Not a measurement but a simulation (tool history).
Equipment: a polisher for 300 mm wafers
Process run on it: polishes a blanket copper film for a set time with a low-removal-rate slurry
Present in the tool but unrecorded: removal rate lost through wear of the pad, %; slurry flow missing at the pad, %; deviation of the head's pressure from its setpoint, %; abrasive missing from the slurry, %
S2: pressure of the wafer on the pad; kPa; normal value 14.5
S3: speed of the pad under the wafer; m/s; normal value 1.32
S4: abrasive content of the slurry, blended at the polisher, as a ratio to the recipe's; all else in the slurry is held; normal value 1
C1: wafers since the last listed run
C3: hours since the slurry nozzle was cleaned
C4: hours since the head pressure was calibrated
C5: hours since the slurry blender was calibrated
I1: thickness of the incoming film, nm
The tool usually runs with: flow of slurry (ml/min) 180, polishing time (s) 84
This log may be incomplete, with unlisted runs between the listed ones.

Run 1, day 0: usual settings; C1 0; wafers polished on this pad 444; C3 32.4; C4 365.7; C5 185.7; I1 1575.6. Result: film removed (angstrom) 2603.
Run 2, day 1.929: usual settings; C1 457; wafers polished on this pad 901; C3 78.7; C4 412; C5 232; I1 1545. Result: film removed (angstrom) 2575.
Run 3, day 6.2: usual settings; C1 1012; wafers polished on this pad 1914; C3 181.2; C4 514.5; C5 334.5; I1 1533.5. Result: film removed (angstrom) 2572.
At day 6.746: slurry blender recalibrated.
Run 4, day 8.683: usual settings; C1 569; wafers polished on this pad 2484; C3 240.8; C4 574.1; C5 46.5; I1 1570. Result: film removed (angstrom) 2615.
At day 10.125: head pressure recalibrated.
At day 12.246: worn pad replaced by a new one.
Run 5, day 13.05: usual settings but S2 11 kPa, polishing time (s) 69; C1 976; wafers polished on this pad 190; C3 345.6; C4 70.2; C5 151.3; I1 1529.6. Result: film removed (angstrom) 1620.
At day 13.712: slurry nozzle cleaned.
Run 6, day 16.05: usual settings but S2 11 kPa, polishing time (s) 69; C1 701; wafers polished on this pad 892; C3 56.1; C4 142.2; C5 223.3; I1 1544.4. Result: film removed (angstrom) 1641.
Run 7, day 18.638: usual settings but S2 11 kPa, polishing time (s) 69; C1 613; wafers polished on this pad 1506; C3 118.2; C4 204.3; C5 285.4; I1 1549.3. Result: film removed (angstrom) 1622.
At day 19.258: slurry blender recalibrated.
Run 8, day 22.508: usual settings but flow of slurry (ml/min) 200, S4 0.85; C1 898; wafers polished on this pad 2404; C3 211.1; C4 297.2; C5 78; I1 1548.9. Result: film removed (angstrom) 2406.
At day 26.55: worn pad replaced by a new one.
Run 9, day 26.571: usual settings; C1 923; wafers polished on this pad 4; C3 308.6; C4 394.7; C5 175.5; I1 1529.2. Result: film removed (angstrom) 2464.
Run 10, day 29.142: usual settings; C1 609; wafers polished on this pad 614; C3 370.3; C4 456.4; C5 237.2; I1 1519.7. Result: film removed (angstrom) 2407.
Run 11, day 31.983: usual settings; C1 673; wafers polished on this pad 1288; C3 438.5; C4 524.6; C5 305.4; I1 1547.5. Result: film removed (angstrom) 2387.
At day 32.325: slurry nozzle cleaned.
At day 34.467: head pressure recalibrated.
At day 34.679: slurry blender recalibrated, repeated, since the last time left the tool worse.
Run 12, day 35.475: usual settings but flow of slurry (ml/min) 130, S2 12.4 kPa; C1 778; wafers polished on this pad 2066; C3 75.6; C4 24.2; C5 19.1; I1 1571.4. Result: film removed (angstrom) 2178.
Run 13, day 38.208: usual settings but flow of slurry (ml/min) 225, S2 16.5 kPa; C1 648; wafers polished on this pad 2715; C3 141.2; C4 89.8; C5 84.7; I1 1564.9. Result: film removed (angstrom) 3046.
At day 40.821: worn pad replaced by a new one.
Run 14, day 41.779: usual settings but S2 11 kPa, S3 0.94 m/s, S4 0.9; C1 807; wafers polished on this pad 226; C3 226.9; C4 175.5; C5 170.4; I1 1550.6. Result: film removed (angstrom) 1355.
Run 15, day 43.304: usual settings but S2 16.5 kPa, polishing time (s) 60; C1 361; wafers polished on this pad 588; C3 263.5; C4 212.1; C5 207; I1 1555.4. Result: film removed (angstrom) 2145.
Run 16, day 45.188: usual settings but S4 0.9; C1 446; wafers polished on this pad 1035; C3 308.7; C4 257.3; C5 252.2; I1 1547.2. Result: film removed (angstrom) 2562.
At day 47.483: slurry nozzle cleaned.
Run 17, day 49.642: usual settings but S2 10.3 kPa; C1 1046; wafers polished on this pad 2081; C3 51.8; C4 364.2; C5 359.1; I1 1546.3. Result: film removed (angstrom) 1833.
At day 49.988: slurry blender recalibrated.
Run 18, day 53.338: usual settings but polishing time (s) 105; C1 856; wafers polished on this pad 2938; C3 140.5; C4 452.9; C5 80.4; I1 1547.1. Result: film removed (angstrom) 3291.
At day 55.425: worn pad replaced by a new one.
Run 19, day 57.046: usual settings but flow of slurry (ml/min) 215, polishing time (s) 100; C1 839; wafers polished on this pad 384; C3 229.5; C4 541.9; C5 169.4; I1 1545.9. Result: film removed (angstrom) 3137.
Run 20, day 59.483: usual settings but flow of slurry (ml/min) 120, S3 1.16 m/s, S4 1.1, polishing time (s) 57; C1 578; wafers polished on this pad 962; C3 288; C4 600.4; C5 227.9; I1 1523.8. Result: film removed (angstrom) 1522.
Run 21, day 61.379: usual settings; C1 449; wafers polished on this pad 1412; C3 333.5; C4 645.9; C5 273.4; I1 1536.5. Result: film removed (angstrom) 2566.
At day 63.275: slurry blender recalibrated.
Run 22, day 63.658: usual settings but flow of slurry (ml/min) 210; C1 520; wafers polished on this pad 1933; C3 388.2; C4 700.6; C5 9.2; I1 1548.9. Result: film removed (angstrom) 2718.
At day 64.821: head pressure recalibrated.
Run 23, day 65.175: usual settings but flow of slurry (ml/min) 225, S4 1.2; C1 339; wafers polished on this pad 2273; C3 424.6; C4 8.5; C5 45.6; I1 1577.7. Result: film removed (angstrom) 2784.
At day 65.646: slurry nozzle cleaned.
Run 24, day 68.4: usual settings; C1 755; wafers polished on this pad 3028; C3 66.1; C4 85.9; C5 123; I1 1566.4. Result: film removed (angstrom) 2625.

Branching from run 24: 3 alternative next runs. What would each branch give?
Run A, day 68.421: usual settings; C1 4; wafers polished on this pad 3033; C3 66.6; C4 86.4; C5 123.5; I1 1523.6. Result: film removed (angstrom) ?.
Run B, day 68.421: usual settings but flow of slurry (ml/min) 135, S3 1.48 m/s, S4 1.2, polishing time (s) 62; C1 4; wafers polished on this pad 3033; C3 66.6; C4 86.4; C5 123.5; I1 1523.6. Result: film removed (angstrom) ?.
Run C, day 68.421: usual settings but S2 16.5 kPa, S4 0.85; C1 4; wafers polished on this pad 3033; C3 66.6; C4 86.4; C5 123.5; I1 1523.6. Result: film removed (angstrom) ?.

run  film removed (angstrom)
  A                     2600
  B                     2149
  C                     2890
Stripped of hidden state, with their random variation kept, the same runs would have yielded:
run  film removed (angstrom)
  A                     2654
  B                     2194
  C                     2949
